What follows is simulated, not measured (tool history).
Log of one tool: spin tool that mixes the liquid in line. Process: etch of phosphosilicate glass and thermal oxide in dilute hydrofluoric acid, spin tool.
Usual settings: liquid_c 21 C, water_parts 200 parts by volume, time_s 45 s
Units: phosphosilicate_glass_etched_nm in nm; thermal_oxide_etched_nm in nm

run	day	liquid_c	water_parts	time_s	read-back film thickness of the phosphosilicate glass reference wafer, read on the same gauge (nm)	read-back film thickness of the thermal oxide reference wafer, read on the same gauge (nm)	phosphosilicate_glass_etched_nm	thermal_oxide_etched_nm
1	0	21	260	45	80.01	150.015	14.05	0.734
2	1.325	21	260	45	79.97	150.001	14.04	0.744
3	1.692	21	200	45	79.99	150.023	19.24	1
4	2.221	21	200	45	80	150.001	19.31	0.99
5	2.696	21	200	45	79.99	150.021	19.54	0.988
6	3.038	21	200	55	79.98	149.959	23.81	1.238
7	3.35	21	200	55	80.03	149.993	23.7	1.173
8	3.962	17.5	200	45	80.04	150.01	17.06	0.873
9	4.683	17.5	200	45	79.99	150.002	16.99	0.845
10	5.192	21	200	45	80	149.996	19.35	0.959
11	5.675	21	280	45	80.01	150.007	12.88	0.675
# day 6.075: gauge calibrated
12	6.088	21	200	45	80	150.022	19.46	0.991
13	6.962	21	125	30	80.02	149.993	22.8	1.176
# day 7.138: thermometer replaced
14	7.362	25	200	45	80.01	150.011	20.65	1.034
15	7.912	21	200	30	80.01	150.028	11.92	0.572
16	8.2	21	200	45	79.97	149.973	17.84	0.905
17	8.692	24	110	50	79.99	149.968	44.76	2.257
# day 8.829: hydrofluoric acid flow meter replaced
18	9.033	17.5	200	65	80.02	149.976	22.5	1.157
19	9.412	21	200	45	79.99	150.001	17.69	0.926
20	10.158	21	240	35	80.02	150.003	11.21	0.59
21	10.438	24.5	200	45	80	150.009	20.49	1.07
22	10.779	21	200	45	80.04	149.966	17.85	0.897
23	11.238	18	235	20	79.97	150.004	5.86	0.296
24	11.733	21	200	45	79.97	150.005	18.03	0.958
25	12.429	25	150	45	80.02	149.989	29.3	1.434
26	12.692	21	200	45	79.98	149.997	18.02	0.926
27	13.408	21	200	70	80.03	150.029	27.86	1.427

Some steps in phosphosilicate_glass_etched_nm between neighbouring runs. How much of each would the tool show without its hidden state too (settings, what came in, random variation), and how much is left for the hidden state, with any gauge scatter that isn't in both results?
The hidden state here: liquid hotter than its thermometer reads (K); hydrofluoric acid flow above the setpoint (%); gauge reads high (%).
Run 11 -> 12: water_parts 280 -> 200, gauge calibrated. phosphosilicate_glass_etched_nm +6.58 nm: hidden state +0.67, all else +5.91.
Run 13 -> 14: liquid_c 21 -> 25, water_parts 125 -> 200, time_s 30 -> 45, thermometer replaced. phosphosilicate_glass_etched_nm -2.15 nm: hidden state -2.15, all else +0.
Run 16 -> 17: liquid_c 21 -> 24, water_parts 200 -> 110, time_s 45 -> 50. phosphosilicate_glass_etched_nm +26.92 nm: hidden state +0.26, all else +26.66.
Run 17 -> 18: liquid_c 24 -> 17.5, water_parts 110 -> 200, time_s 50 -> 65, hydrofluoric acid flow meter replaced. phosphosilicate_glass_etched_nm -22.26 nm: hidden state -0.18, all else -22.08.
